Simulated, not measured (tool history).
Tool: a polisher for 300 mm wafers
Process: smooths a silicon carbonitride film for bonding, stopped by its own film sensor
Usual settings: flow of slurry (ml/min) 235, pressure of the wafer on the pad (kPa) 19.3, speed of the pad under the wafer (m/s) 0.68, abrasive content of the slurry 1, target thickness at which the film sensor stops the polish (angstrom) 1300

run	day	flow of slurry (ml/min)	pressure of the wafer on the pad (kPa)	speed of the pad under the wafer (m/s)	abrasive content of the slurry	target thickness at which the film sensor stops the polish (angstrom)	wafers since the last listed run	wafers polished on this pad	hours since the slurry nozzle was cleaned	hours since the head pressure was calibrated	hours since the slurry blender was calibrated	incoming thickness of the incoming film, nm	time until the film sensor stopped the polish (s)
1	0	235	19.3	0.68	1	1300	0	975	45.1	66.8	54.7	151.3	115.6
2	0.433	235	19.3	0.68	1	1300	123	1099	55.5	77.2	65.1	149.7	107.4
3	1.083	235	19.3	0.68	1	1300	184	1283	71.1	92.8	80.7	149.5	113
# day 1.771: worn pad replaced by a new one
4	1.792	235	19.3	0.68	1	1300	153	5	88.1	109.8	97.7	152	130
5	2.221	235	19.3	0.68	0.7	1350	121	127	98.4	120.1	108	152.1	139.1
6	2.65	235	19.3	0.58	1	1350	121	249	108.7	130.4	118.3	149.8	96.1
# day 3.021: slurry blender recalibrated, repeated, since the last time left the tool worse
7	3.042	235	19.3	0.84	1	1300	87	337	118.1	139.8	0.5	151.2	70
8	3.396	235	19.3	0.68	1	1300	100	437	126.6	148.3	9	150.6	79.9
9	3.954	280	19.3	0.86	1.2	1350	158	596	140	161.7	22.4	151.2	47.7
10	4.667	235	19.3	0.58	1	1270	202	799	157.1	178.8	39.5	148.1	90.4
11	5.338	235	19.3	0.58	1.15	1300	190	989	173.2	194.9	55.6	150	82.1
12	5.917	300	19.3	0.68	0.85	1300	164	1154	187.1	208.8	69.5	148.5	82.3
13	6.658	300	19.3	0.52	0.85	1360	210	1365	204.9	226.6	87.3	148.9	66.2
14	7.196	290	25.5	0.78	0.9	1300	152	1517	217.8	239.5	100.2	148.7	55.9
15	7.754	235	19.3	0.86	1	1300	158	1676	231.2	252.9	113.6	147.7	63
# day 8.017: worn pad replaced by a new one
16	8.342	235	19.3	0.52	1	1260	119	91	245.3	267	127.7	149.9	115
17	8.779	235	19.3	0.5	1	1300	124	216	255.8	277.5	138.2	147.5	86
18	9.971	235	19.3	0.58	0.7	1240	338	554	284.4	306.1	166.8	150.7	158.9
19	10.742	310	22.8	0.88	0.75	1300	219	774	302.9	324.6	185.3	149.6	74.4
20	11.125	235	19.3	0.68	1	1300	108	883	312.1	333.8	194.5	149.1	80.6
21	11.85	235	19.3	0.68	1	1300	206	1089	329.5	351.2	211.9	152.7	96.7
22	12.558	235	19.3	0.68	1	1300	201	1290	346.5	368.2	228.9	149	81.5
# day 13.167: worn pad replaced by a new one
23	13.225	235	15.2	0.86	1	1300	142	17	362.5	384.2	244.9	150.1	95.1
24	13.5	300	15.2	0.68	1.25	1340	78	95	369.1	390.8	251.5	151.3	79.6
25	13.862	235	24.8	0.58	1	1300	103	198	377.8	399.5	260.2	152.5	82
26	14.204	290	25.5	0.68	1	1330	97	295	386	407.7	268.4	147.7	46.4
27	14.725	235	19.3	0.68	1	1300	148	443	398.5	420.2	280.9	149	81.4
# day 15.096: slurry blender recalibrated
28	15.117	235	24.1	0.76	1.1	1280	87	531	407.9	429.6	0.5	149.2	57.5
29	16.038	210	22.8	0.68	1.2	1320	261	792	430	451.7	22.6	148.7	50.8

Forecast each of these 5 alternatives for the next run:
A	16.054	165	19.3	0.68	1	1300	4	797	430.4	452.1	23	149.9	?
B	16.054	235	19.3	0.48	1	1300	4	797	430.4	452.1	23	149.9	?
C	16.054	235	19.3	0.68	1.2	1250	4	797	430.4	452.1	23	149.9	?
D	16.054	235	25.5	0.48	1.1	1230	4	797	430.4	452.1	23	149.9	?
E	16.054	235	19.3	0.54	0.8	1300	4	797	430.4	452.1	23	149.9	?

run	time until the film sensor stopped the polish (s)
A	82.7
B	93.9
C	88.7
D	91
E	102.5
Without the tool's hidden state the same runs would have given:
run	time until the film sensor stopped the polish (s)
A	79.4
B	90.2
C	85.6
D	87.7
E	97.8
